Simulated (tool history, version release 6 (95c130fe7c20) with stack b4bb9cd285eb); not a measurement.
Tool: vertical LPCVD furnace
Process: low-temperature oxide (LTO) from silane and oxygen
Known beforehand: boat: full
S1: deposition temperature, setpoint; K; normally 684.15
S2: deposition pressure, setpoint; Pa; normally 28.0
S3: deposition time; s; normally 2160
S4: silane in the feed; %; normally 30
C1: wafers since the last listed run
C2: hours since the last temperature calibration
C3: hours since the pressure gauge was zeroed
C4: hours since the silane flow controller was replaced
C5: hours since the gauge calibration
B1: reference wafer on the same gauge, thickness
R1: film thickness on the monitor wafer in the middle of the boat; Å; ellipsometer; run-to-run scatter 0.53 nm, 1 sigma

{"run": 1, "day": 0.0, "S1": 684.15, "S2": 28.0, "S3": 2160, "S4": 28, "C1": 0, "C2": 2507.7, "C3": 4336.6, "C4": 3088.1, "C5": 385.6, "B1": 238.08, "R1": 2649.1}
{"run": 2, "day": 0.292, "S1": 684.15, "S2": 28.0, "S3": 2160, "S4": 30, "C1": 136, "C2": 2514.7, "C3": 4343.6, "C4": 3095.1, "C5": 392.6, "B1": 238.16, "R1": 2921.3}
{"run": 3, "day": 0.883, "S1": 684.15, "S2": 28.0, "S3": 2160, "S4": 30, "C1": 276, "C2": 2528.9, "C3": 4357.8, "C4": 3109.3, "C5": 406.8, "B1": 237.97, "R1": 2927.0}
{"day": 1.967, "done": "thermocouples replaced and temperature profile calibrated"}
{"day": 2.196, "done": "silane flow controller replaced"}
{"run": 4, "day": 2.217, "S1": 684.15, "S2": 28.0, "S3": 2160, "S4": 30, "C1": 49, "C2": 6.0, "C3": 4389.8, "C4": 0.5, "C5": 438.8, "B1": 238.1, "R1": 2985.2}
{"run": 5, "day": 2.379, "S1": 684.15, "S2": 28.0, "S3": 2160, "S4": 30, "C1": 76, "C2": 9.9, "C3": 4393.7, "C4": 4.4, "C5": 442.7, "B1": 238.06, "R1": 2985.4}
{"run": 6, "day": 2.542, "S1": 684.15, "S2": 28.0, "S3": 2160, "S4": 30, "C1": 76, "C2": 13.8, "C3": 4397.6, "C4": 8.3, "C5": 446.6, "B1": 238.22, "R1": 2988.4}
{"run": 7, "day": 2.958, "S1": 684.15, "S2": 28.0, "S3": 2160, "S4": 30, "C1": 195, "C2": 23.8, "C3": 4407.6, "C4": 18.3, "C5": 456.6, "B1": 238.02, "R1": 2994.2}
{"run": 8, "day": 3.704, "S1": 684.15, "S2": 28.0, "S3": 2160, "S4": 30, "C1": 349, "C2": 41.7, "C3": 4425.5, "C4": 36.2, "C5": 474.5, "B1": 237.97, "R1": 2988.8}
{"day": 4.783, "done": "silane flow controller replaced, repeated, since the last time left the tool worse"}
{"run": 9, "day": 4.804, "S1": 684.15, "S2": 28.0, "S3": 2160, "S4": 30, "C1": 46, "C2": 68.1, "C3": 4451.9, "C4": 0.5, "C5": 500.9, "B1": 237.95, "R1": 2768.9}
{"run": 10, "day": 4.967, "S1": 684.15, "S2": 28.0, "S3": 2160, "S4": 30, "C1": 76, "C2": 72.0, "C3": 4455.8, "C4": 4.4, "C5": 504.8, "B1": 237.82, "R1": 2760.9}
{"run": 11, "day": 5.129, "S1": 684.15, "S2": 28.0, "S3": 2160, "S4": 30, "C1": 76, "C2": 75.9, "C3": 4459.7, "C4": 8.3, "C5": 508.7, "B1": 237.83, "R1": 2761.0}
{"run": 12, "day": 5.292, "S1": 684.15, "S2": 28.0, "S3": 2160, "S4": 30, "C1": 76, "C2": 79.8, "C3": 4463.6, "C4": 12.2, "C5": 512.6, "B1": 238.06, "R1": 2760.5}
{"day": 5.375, "done": "gauge calibrated"}
{"run": 13, "day": 5.912, "S1": 694.15, "S2": 28.0, "S3": 1590, "S4": 30, "C1": 290, "C2": 94.7, "C3": 4478.5, "C4": 27.1, "C5": 12.9, "B1": 238.0, "R1": 2281.0}
{"run": 14, "day": 6.321, "S1": 692.15, "S2": 28.0, "S3": 2820, "S4": 30, "C1": 191, "C2": 104.5, "C3": 4488.3, "C4": 36.9, "C5": 22.7, "B1": 237.91, "R1": 3960.8}
{"run": 15, "day": 6.971, "S1": 684.15, "S2": 28.0, "S3": 1920, "S4": 30, "C1": 304, "C2": 120.1, "C3": 4503.9, "C4": 52.5, "C5": 38.3, "B1": 238.08, "R1": 2460.8}
{"run": 16, "day": 7.325, "S1": 684.15, "S2": 22.0, "S3": 1410, "S4": 30, "C1": 165, "C2": 128.6, "C3": 4512.4, "C4": 61.0, "C5": 46.8, "B1": 237.89, "R1": 1413.4}
{"run": 17, "day": 7.975, "S1": 684.15, "S2": 28.0, "S3": 1500, "S4": 30, "C1": 304, "C2": 144.2, "C3": 4528.0, "C4": 76.6, "C5": 62.4, "B1": 237.94, "R1": 1924.4}
{"run": 18, "day": 8.317, "S1": 691.15, "S2": 28.0, "S3": 2160, "S4": 30, "C1": 159, "C2": 152.4, "C3": 4536.2, "C4": 84.8, "C5": 70.6, "B1": 237.97, "R1": 3001.7}
{"run": 19, "day": 8.692, "S1": 684.15, "S2": 23.3, "S3": 2160, "S4": 26, "C1": 175, "C2": 161.4, "C3": 4545.2, "C4": 93.8, "C5": 79.6, "B1": 238.1, "R1": 1856.7}
{"run": 20, "day": 9.071, "S1": 681.15, "S2": 28.0, "S3": 1410, "S4": 26, "C1": 177, "C2": 170.5, "C3": 4554.3, "C4": 102.9, "C5": 88.7, "B1": 238.21, "R1": 1407.5}
{"day": 10.392, "done": "pressure gauge zeroed"}
{"run": 21, "day": 10.412, "S1": 684.15, "S2": 28.0, "S3": 2160, "S4": 30, "C1": 159, "C2": 202.7, "C3": 0.5, "C4": 135.1, "C5": 120.9, "B1": 237.93, "R1": 2769.0}
{"run": 22, "day": 10.575, "S1": 675.15, "S2": 30.0, "S3": 3000, "S4": 26, "C1": 76, "C2": 206.6, "C3": 4.4, "C4": 139.0, "C5": 124.8, "B1": 237.77, "R1": 2979.0}
{"run": 23, "day": 10.738, "S1": 689.15, "S2": 28.0, "S3": 2790, "S4": 26, "C1": 76, "C2": 210.5, "C3": 8.3, "C4": 142.9, "C5": 128.7, "B1": 237.91, "R1": 3057.1}
{"run": 24, "day": 10.9, "S1": 675.15, "S2": 30.7, "S3": 1710, "S4": 30, "C1": 76, "C2": 214.4, "C3": 12.2, "C4": 146.8, "C5": 132.6, "B1": 238.08, "R1": 2157.4}
{"run": 25, "day": 11.404, "S1": 684.15, "S2": 28.0, "S3": 2160, "S4": 30, "C1": 236, "C2": 226.5, "C3": 24.3, "C4": 158.9, "C5": 144.7, "B1": 238.02, "R1": 2769.9}
{"run": 26, "day": 11.808, "S1": 684.15, "S2": 28.0, "S3": 2160, "S4": 30, "C1": 189, "C2": 236.2, "C3": 34.0, "C4": 168.6, "C5": 154.4, "B1": 238.03, "R1": 2761.0}
{"run": 27, "day": 12.375, "S1": 684.15, "S2": 28.0, "S3": 2160, "S4": 30, "C1": 265, "C2": 249.8, "C3": 47.6, "C4": 182.2, "C5": 168.0, "B1": 237.9, "R1": 2768.9}
{"run": 28, "day": 12.671, "S1": 680.15, "S2": 24.0, "S3": 2550, "S4": 27, "C1": 138, "C2": 256.9, "C3": 54.7, "C4": 189.3, "C5": 175.1, "B1": 238.14, "R1": 2291.7}
{"run": 29, "day": 13.371, "S1": 684.15, "S2": 28.0, "S3": 2160, "S4": 30, "C1": 327, "C2": 273.7, "C3": 71.5, "C4": 206.1, "C5": 191.9, "B1": 237.95, "R1": 2760.3}
{"run": 30, "day": 14.021, "S1": 680.15, "S2": 33.3, "S3": 2160, "S4": 30, "C1": 304, "C2": 289.3, "C3": 87.1, "C4": 221.7, "C5": 207.5, "B1": 237.97, "R1": 3140.6}
{"run": 31, "day": 14.396, "S1": 689.15, "S2": 22.0, "S3": 1530, "S4": 26, "C1": 175, "C2": 298.3, "C3": 96.1, "C4": 230.7, "C5": 216.5, "B1": 238.04, "R1": 1319.2}

Measured minus without-hidden-state, run by run (identical run-to-run variation in each term; gauge scatter may differ):
Unlogged tool condition in this case: true tube temperature minus thermocouple reading, K; true pressure minus gauge reading, mTorr; deviation of the silane flow from its setpoint, %; gauge reads high (%).
run=1 R1=+136.8
run=2 R1=+142.5
run=3 R1=+144.1
run=4 R1=+211.4
run=5 R1=+211.4
run=6 R1=+211.6
run=7 R1=+212.0
run=8 R1=+211.7
run=9 R1=-13.9
run=10 R1=-13.9
run=11 R1=-13.9
run=12 R1=-13.8
run=13 R1=-11.3
run=14 R1=-19.6
run=15 R1=-12.4
run=16 R1=-7.1
run=17 R1=-9.7
run=18 R1=-14.8
run=19 R1=-10.4
run=20 R1=-7.9
run=21 R1=-13.6
run=22 R1=-16.8
run=23 R1=-16.8
run=24 R1=-10.7
run=25 R1=-13.6
run=26 R1=-13.5
run=27 R1=-13.4
run=28 R1=-12.2
run=29 R1=-13.2
run=30 R1=-15.1
run=31 R1=-7.0

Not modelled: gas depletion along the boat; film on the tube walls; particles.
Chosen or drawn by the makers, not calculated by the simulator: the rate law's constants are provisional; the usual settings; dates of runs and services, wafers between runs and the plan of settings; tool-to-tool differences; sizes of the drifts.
